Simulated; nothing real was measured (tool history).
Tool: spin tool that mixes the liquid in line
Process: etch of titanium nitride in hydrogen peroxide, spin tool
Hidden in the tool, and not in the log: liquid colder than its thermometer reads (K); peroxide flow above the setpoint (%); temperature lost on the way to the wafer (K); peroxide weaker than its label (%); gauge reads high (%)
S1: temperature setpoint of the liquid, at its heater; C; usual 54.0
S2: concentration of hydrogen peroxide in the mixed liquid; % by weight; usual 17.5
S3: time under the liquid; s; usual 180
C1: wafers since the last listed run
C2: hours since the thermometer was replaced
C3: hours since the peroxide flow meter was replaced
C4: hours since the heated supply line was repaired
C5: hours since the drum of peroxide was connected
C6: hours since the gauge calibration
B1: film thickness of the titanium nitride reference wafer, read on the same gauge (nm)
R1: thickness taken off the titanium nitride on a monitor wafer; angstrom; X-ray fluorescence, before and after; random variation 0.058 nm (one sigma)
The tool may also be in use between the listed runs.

run 1 hour=0.0 | S1=54.0 S2=15.0 S3=270 | C1=0 C2=329.2 C3=1642.2 C4=3154.4 C5=291.5 C6=2300.0 | B1=110.02 | R1=185.0
run 2 hour=25.4 | S1=54.0 S2=17.5 S3=220 | C1=188 C2=354.6 C3=1667.6 C4=3179.8 C5=316.9 C6=2325.4 | B1=110.01 | R1=155.6
run 3 hour=85.3 | S1=54.0 S2=17.5 S3=180 | C1=443 C2=414.5 C3=1727.5 C4=3239.7 C5=376.8 C6=2385.3 | B1=110.01 | R1=128.5
run 4 hour=137.6 | S1=54.0 S2=17.5 S3=180 | C1=387 C2=466.8 C3=1779.8 C4=3292.0 C5=429.1 C6=2437.6 | B1=110.01 | R1=127.9
run 5 hour=184.4 | S1=54.0 S2=17.5 S3=180 | C1=346 C2=513.6 C3=1826.6 C4=3338.8 C5=475.9 C6=2484.4 | B1=109.98 | R1=127.5
-- hour=224.0 heated supply line repaired
run 6 hour=248.1 | S1=54.0 S2=17.5 S3=180 | C1=464 C2=577.3 C3=1890.3 C4=24.1 C5=539.6 C6=2548.1 | B1=110.01 | R1=129.4
run 7 hour=275.9 | S1=54.0 S2=22.0 S3=180 | C1=205 C2=605.1 C3=1918.1 C4=51.9 C5=567.4 C6=2575.9 | B1=109.97 | R1=134.5
run 8 hour=340.4 | S1=54.0 S2=17.5 S3=180 | C1=477 C2=669.6 C3=1982.6 C4=116.4 C5=631.9 C6=2640.4 | B1=110.02 | R1=127.8
run 9 hour=372.1 | S1=54.0 S2=17.5 S3=180 | C1=234 C2=701.3 C3=2014.3 C4=148.1 C5=663.6 C6=2672.1 | B1=110.04 | R1=127.7
-- hour=390.4 peroxide flow meter replaced
run 10 hour=441.6 | S1=54.0 S2=17.5 S3=260 | C1=507 C2=770.8 C3=51.2 C4=217.6 C5=733.1 C6=2741.6 | B1=109.96 | R1=185.8
run 11 hour=485.8 | S1=48.5 S2=17.5 S3=135 | C1=327 C2=815.0 C3=95.4 C4=261.8 C5=777.3 C6=2785.8 | B1=110.03 | R1=64.9
run 12 hour=524.3 | S1=51.5 S2=16.0 S3=250 | C1=285 C2=853.5 C3=133.9 C4=300.3 C5=815.8 C6=2824.3 | B1=110.04 | R1=145.8
-- hour=539.4 thermometer replaced
run 13 hour=576.1 | S1=54.0 S2=21.5 S3=120 | C1=376 C2=36.7 C3=185.7 C4=352.1 C5=867.6 C6=2876.1 | B1=110.03 | R1=89.5
-- hour=594.3 gauge calibrated
-- hour=595.4 new drum of peroxide connected
run 14 hour=633.0 | S1=49.0 S2=13.5 S3=180 | C1=413 C2=93.6 C3=242.6 C4=409.0 C5=37.6 C6=38.7 | B1=109.98 | R1=84.9
run 15 hour=659.6 | S1=54.0 S2=17.5 S3=180 | C1=196 C2=120.2 C3=269.2 C4=435.6 C5=64.2 C6=65.3 | B1=110.02 | R1=128.8
run 16 hour=714.4 | S1=48.5 S2=21.0 S3=85 | C1=405 C2=175.0 C3=324.0 C4=490.4 C5=119.0 C6=120.1 | B1=110.03 | R1=42.4
run 17 hour=753.5 | S1=54.0 S2=17.5 S3=180 | C1=289 C2=214.1 C3=363.1 C4=529.5 C5=158.1 C6=159.2 | B1=110.00 | R1=127.9
run 18 hour=793.1 | S1=54.0 S2=20.5 S3=210 | C1=293 C2=253.7 C3=402.7 C4=569.1 C5=197.7 C6=198.8 | B1=110.00 | R1=154.3
run 19 hour=833.6 | S1=54.0 S2=19.0 S3=180 | C1=299 C2=294.2 C3=443.2 C4=609.6 C5=238.2 C6=239.3 | B1=110.00 | R1=129.6

Forecast run 20:
run 20 hour=892.1 | S1=59.5 S2=17.5 S3=180 | C1=433 C2=352.7 C3=501.7 C4=668.1 C5=296.7 C6=297.8 | B1=? | R1=?

Run 20 gave B1 109.98, R1 186.5 angstrom.
Without the tool's hidden state the same run would have given R1 186.5 angstrom.
